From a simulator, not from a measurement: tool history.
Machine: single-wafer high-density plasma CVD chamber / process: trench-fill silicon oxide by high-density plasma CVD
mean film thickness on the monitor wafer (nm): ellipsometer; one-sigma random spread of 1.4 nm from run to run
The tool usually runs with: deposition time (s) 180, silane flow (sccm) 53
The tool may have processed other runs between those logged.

run   hour  deposition time (s)  silane flow (sccm)  wafers since the last listed run  hours since the silane flow controller was replaced  hours since the gauge calibration  read-back reference wafer on the same gauge, thickness_nm  mean film thickness on the monitor wafer (nm)
  1      0                  189                  53                                 0                                               3817.3                              308.3                                                   1070.047                                        993.168
  2   32.7                  189                  53                               418                                                 3850                                341                                                   1069.523                                        991.686
  3   47.2                  189                  53                               185                                               3864.5                              355.5                                                   1069.597                                        991.611
  4   63.1                  209                  53                               203                                               3880.4                              371.4                                                   1069.779                                       1098.427
  5   87.9                  180                  51                               317                                               3905.2                              396.2                                                   1070.013                                        909.893
  6  108.5                  180                  51                               263                                               3925.8                              416.8                                                   1070.337                                        910.698
  7  129.9                  180                  51                               273                                               3947.2                              438.2                                                   1069.218                                         910.71
  8  159.2                  180                  46                               374                                               3976.5                              467.5                                                   1069.884                                        821.543
  9  172.2                  180                  46                               166                                               3989.5                              480.5                                                    1070.71                                        821.292
     190.7  -- silane flow controller replaced
 10  191.2                  168                  53                               140                                                  0.5                              499.5                                                   1069.982                                        846.872
     197.1  -- gauge calibrated
 11  204.5                  168                  53                               170                                                 13.8                                7.4                                                   1070.148                                        846.693
 12  223.8                  144                  50                               246                                                 33.1                               26.7                                                   1070.625                                        686.361
 13  239.5                  198                  47                               200                                                 48.8                               42.4                                                   1069.957                                        884.909
 14  256.3                  158                  53                               214                                                 65.6                               59.2                                                   1070.555                                        796.145
 15  286.8                  190                  53                               390                                                 96.1                               89.7                                                   1070.206                                        958.984
 16  318.6                  180                  53                               406                                                127.9                              121.5                                                   1070.307                                        908.956
 17  354.5                  180                  51                               459                                                163.8                              157.4                                                   1070.128                                        873.832
 18  376.7                  194                  62                               283                                                  186                              179.6                                                   1070.397                                       1150.705
 19    391                  180                  53                               182                                                200.3                              193.9                                                   1069.469                                        909.055
 20  423.3                  180                  56                               413                                                232.6                              226.2                                                   1069.777                                        962.974
 21  455.2                  180                  53                               407                                                264.5                              258.1                                                    1069.98                                        913.207
 22  475.1                  163                  48                               254                                                284.4                                278                                                   1069.767                                        748.554

Describe how what the log doesn't record of the tool's condition differs between the last listed run preceding each entry between runs and the first listed run following it.
In the gap between runs 9 and 10: silane flow controller replaced (hour 190.7)
  delivered silane flow above the setpoint (%): 4.94 -> 0.472
  measured result minus the result with no hidden state, mean film thickness on the monitor wafer (nm): +38.644 -> +3.976
In the gap between runs 10 and 11: gauge calibrated (hour 197.1)
  delivered silane flow above the setpoint (%): 0.472 -> 0.492
  measured result minus the result with no hidden state, mean film thickness on the monitor wafer (nm): +3.976 -> +4.142
